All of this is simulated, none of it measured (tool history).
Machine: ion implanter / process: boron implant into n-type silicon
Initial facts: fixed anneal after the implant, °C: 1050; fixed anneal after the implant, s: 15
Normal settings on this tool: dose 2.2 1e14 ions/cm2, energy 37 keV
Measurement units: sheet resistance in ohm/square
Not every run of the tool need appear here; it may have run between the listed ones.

| run | day | dose | energy | wafers since the last listed run | hours since the last dose calibration | hours since the extraction supply was calibrated | hours since the gauge calibration | read-back reference wafer on the same gauge, sheet resistance | sheet resistance |
|---|---|---|---|---|---|---|---|---|---|
| 1 | 0 | 2.2 | 37 | 0 | 577.8 | 3864.3 | 1727.7 | 311.98 | 370.56 |
| 2 | 3.508 | 2.2 | 37 | 1283 | 662 | 3948.5 | 1811.9 | 311.97 | 368.65 |
| 3 | 7.025 | 1.76 | 37 | 1286 | 746.4 | 4032.9 | 1896.3 | 312.02 | 438.92 |
| 4 | 11.038 | 2.2 | 37 | 1468 | 842.7 | 4129.2 | 1992.6 | 311.87 | 369.06 |
| 5 | 15.221 | 2.2 | 37 | 1530 | 943.1 | 4229.6 | 2093 | 311.92 | 367.55 |
| 6 | 17.329 | 2.2 | 33 | 771 | 993.7 | 4280.2 | 2143.6 | 312.07 | 373.31 |
| 7 | 18.862 | 2.2 | 33 | 561 | 1030.5 | 4317 | 2180.4 | 311.95 | 372.86 |
| 8 | 22.371 | 2.2 | 33 | 1283 | 1114.7 | 4401.2 | 2264.6 | 312.06 | 373.22 |
| 9 | 23.942 | 2.55 | 34 | 574 | 1152.4 | 4438.9 | 2302.3 | 311.97 | 329.58 |
|  | 28.483 | Faraday cup replaced and dose calibrated |
| 10 | 28.504 | 2.55 | 34 | 1547 | 0.5 | 4548.4 | 2411.8 | 312.02 | 335.53 |
|  | 30.229 | extraction supply calibrated |
| 11 | 31.346 | 2.2 | 37 | 917 | 68.7 | 26.8 | 2480 | 311.92 | 372.64 |
| 12 | 32.938 | 2.2 | 37 | 582 | 106.9 | 65 | 2518.2 | 312.02 | 371.57 |
|  | 33.233 | gauge calibrated |
| 13 | 35.858 | 2.2 | 37 | 1068 | 177 | 135.1 | 63 | 312.02 | 372.02 |
| 14 | 38.625 | 2.2 | 41 | 1012 | 243.4 | 201.5 | 129.4 | 312.01 | 367.51 |
| 15 | 40.475 | 2.2 | 41 | 676 | 287.8 | 245.9 | 173.8 | 311.95 | 365.34 |
| 16 | 42.388 | 2.2 | 37 | 699 | 333.7 | 291.8 | 219.7 | 312.01 | 371.33 |
| 17 | 52.596 | 1.88 | 48.5 | 3735 | 578.7 | 536.8 | 464.7 | 311.85 | 401.73 |
| 18 | 56.408 | 2.2 | 33 | 1395 | 670.2 | 628.3 | 556.2 | 311.87 | 375.56 |
| 19 | 58.512 | 2.2 | 37 | 769 | 720.7 | 678.8 | 606.7 | 311.99 | 369.63 |
| 20 | 62.829 | 2.79 | 49 | 1579 | 824.3 | 782.4 | 710.3 | 312.08 | 294.77 |
| 21 | 64.779 | 2.2 | 41 | 713 | 871.1 | 829.2 | 757.1 | 312.08 | 363.15 |
| 22 | 69.125 | 2.49 | 29 | 1590 | 975.4 | 933.5 | 861.4 | 312.01 | 343.25 |
|  | 72.388 | Faraday cup replaced and dose calibrated |
| 23 | 72.442 | 2.76 | 30.5 | 1091 | 1.3 | 1013.1 | 941 | 312 | 318.9 |
| 24 | 74.254 | 2.6 | 41 | 663 | 44.8 | 1056.6 | 984.5 | 312.03 | 323.16 |
| 25 | 77.558 | 2.2 | 37 | 1209 | 124.1 | 1135.9 | 1063.8 | 312.07 | 373.05 |
| 26 | 80.012 | 2.82 | 30.5 | 898 | 183 | 1194.8 | 1122.7 | 312.04 | 311.11 |
| 27 | 81.883 | 2.48 | 46 | 684 | 227.9 | 1239.7 | 1167.6 | 311.98 | 330.12 |
| 28 | 85.633 | 1.73 | 29.5 | 1372 | 317.9 | 1329.7 | 1257.6 | 312.11 | 462.38 |
| 29 | 87.558 | 2.84 | 37 | 704 | 364.1 | 1375.9 | 1303.8 | 312.03 | 302.65 |
| 30 | 91.288 | 2.4 | 33.5 | 1364 | 453.6 | 1465.4 | 1393.3 | 311.99 | 350.03 |
| 31 | 94.304 | 2.79 | 49 | 1103 | 526 | 1537.8 | 1465.7 | 312.1 | 296.04 |
| 32 | 96.204 | 2.2 | 37 | 695 | 571.6 | 1583.4 | 1511.3 | 312.1 | 369.98 |
| 33 | 99.058 | 2.2 | 37 | 1044 | 640.1 | 1651.9 | 1579.8 | 312.08 | 369.4 |
| 34 | 102.879 | 2.2 | 37 | 1398 | 731.8 | 1743.6 | 1671.5 | 312.04 | 367.65 |
| 35 | 104.496 | 2.65 | 45 | 591 | 770.6 | 1782.4 | 1710.3 | 312.1 | 310.31 |
| 36 | 107.883 | 2.55 | 27.5 | 1239 | 851.9 | 1863.7 | 1791.6 | 312.01 | 338.56 |
| 37 | 111.304 | 1.67 | 44.5 | 1251 | 934 | 1945.8 | 1873.7 | 311.85 | 443.03 |
| 38 | 114.721 | 2.45 | 33.5 | 1250 | 1016 | 2027.8 | 1955.7 | 311.89 | 340.86 |

What if the next run were any one of these 3? Each begins from the tool's condition after run 38:
| A | 114.738 | 2.2 | 37 | 6 | 1016.4 | 2028.2 | 1956.1 | ? | ? |
| B | 114.738 | 2.66 | 32.5 | 6 | 1016.4 | 2028.2 | 1956.1 | ? | ? |
| C | 114.738 | 2.42 | 45.5 | 6 | 1016.4 | 2028.2 | 1956.1 | ? | ? |

| run | read-back reference wafer on the same gauge, sheet resistance | sheet resistance |
|---|---|---|
| A | 312 | 365.93 |
| B | 312 | 319.34 |
| C | 312 | 330.81 |
Take away the tool's hidden state, keep each run's random variation, and the runs would have read:
| run | sheet resistance |
|---|---|
| A | 371.63 |
| B | 324.46 |
| C | 335.95 |
